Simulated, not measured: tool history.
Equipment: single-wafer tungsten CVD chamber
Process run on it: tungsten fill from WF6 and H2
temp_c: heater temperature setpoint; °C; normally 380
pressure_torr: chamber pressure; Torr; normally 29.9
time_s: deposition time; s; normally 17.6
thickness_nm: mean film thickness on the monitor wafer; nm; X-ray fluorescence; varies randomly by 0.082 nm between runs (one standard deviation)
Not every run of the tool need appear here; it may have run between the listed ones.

run,day,temp_c,pressure_torr,time_s,wafers since the last listed run,hours since the last thermocouple change,hours since the last manometer calibration,hours since the showerhead was replaced,hours since the gauge calibration,"read-back reference wafer on the same gauge, thickness_nm",thickness_nm
1,0,380,29.9,19.9,0,978.2,1911.3,4307.3,135.3,30.519,37.754
2,0.879,380,29.9,17.6,614,999.3,1932.4,4328.4,156.4,30.497,33.407
3,2.358,380,29.9,17.6,1033,1034.8,1967.9,4363.9,191.9,30.538,33.416
4,3.417,380,29.9,17.6,739,1060.2,1993.3,4389.3,217.3,30.531,33.48
5,4.829,380,29.9,17.6,987,1094.1,2027.2,4423.2,251.2,30.502,33.528
6,5.629,380,29.9,17.6,559,1113.3,2046.4,4442.4,270.4,30.509,33.438
7,6.504,380,29.9,17.6,611,1134.3,2067.4,4463.4,291.4,30.516,33.332
8,7.25,380,29.9,17.6,521,1152.2,2085.3,4481.3,309.3,30.481,33.445
9,8.142,380,29.9,17.6,623,1173.6,2106.7,4502.7,330.7,30.468,33.494
10,8.821,380,29.9,17.6,474,1189.9,2123,4519,347,30.505,33.683
11,9.525,380,29.9,17.6,492,1206.8,2139.9,4535.9,363.9,30.53,33.679
12,10.862,380,29.9,15.7,934,1238.9,2172,4568,396,30.474,29.883
# day 11.442: showerhead replaced, of another model than before
13,11.562,380,29.9,15.7,256,1255.7,2188.8,2.9,412.8,30.471,29.636
14,12.65,380,29.9,15.7,760,1281.8,2214.9,29,438.9,30.506,29.654
# day 13.221: thermocouple changed; heater temperature recalibrated
# day 13.688: gauge calibrated
15,14.012,380,29.9,17.6,719,19,2247.6,61.7,7.8,30.493,33.321
16,15.242,394,27.4,14.8,859,48.5,2277.1,91.2,37.3,30.532,35.468
17,16.525,390,25.3,19.1,896,79.3,2307.9,122,68.1,30.494,42.178
# day 19.712: capacitance manometer re-zeroed and calibrated
18,20.346,380,26.7,14.9,2437,171,15.2,213.7,159.8,30.516,27.141

Forecast run 19:
19,21.683,367,29.9,19.8,934,203.1,47.3,245.8,191.9,?,?

Run 19 produced read-back reference wafer on the same gauge, thickness_nm 30.496, thickness_nm 28.717 nm.
Were there no unlogged condition in the tool, this run, its random variation unchanged, would have produced thickness_nm 28.743 nm.
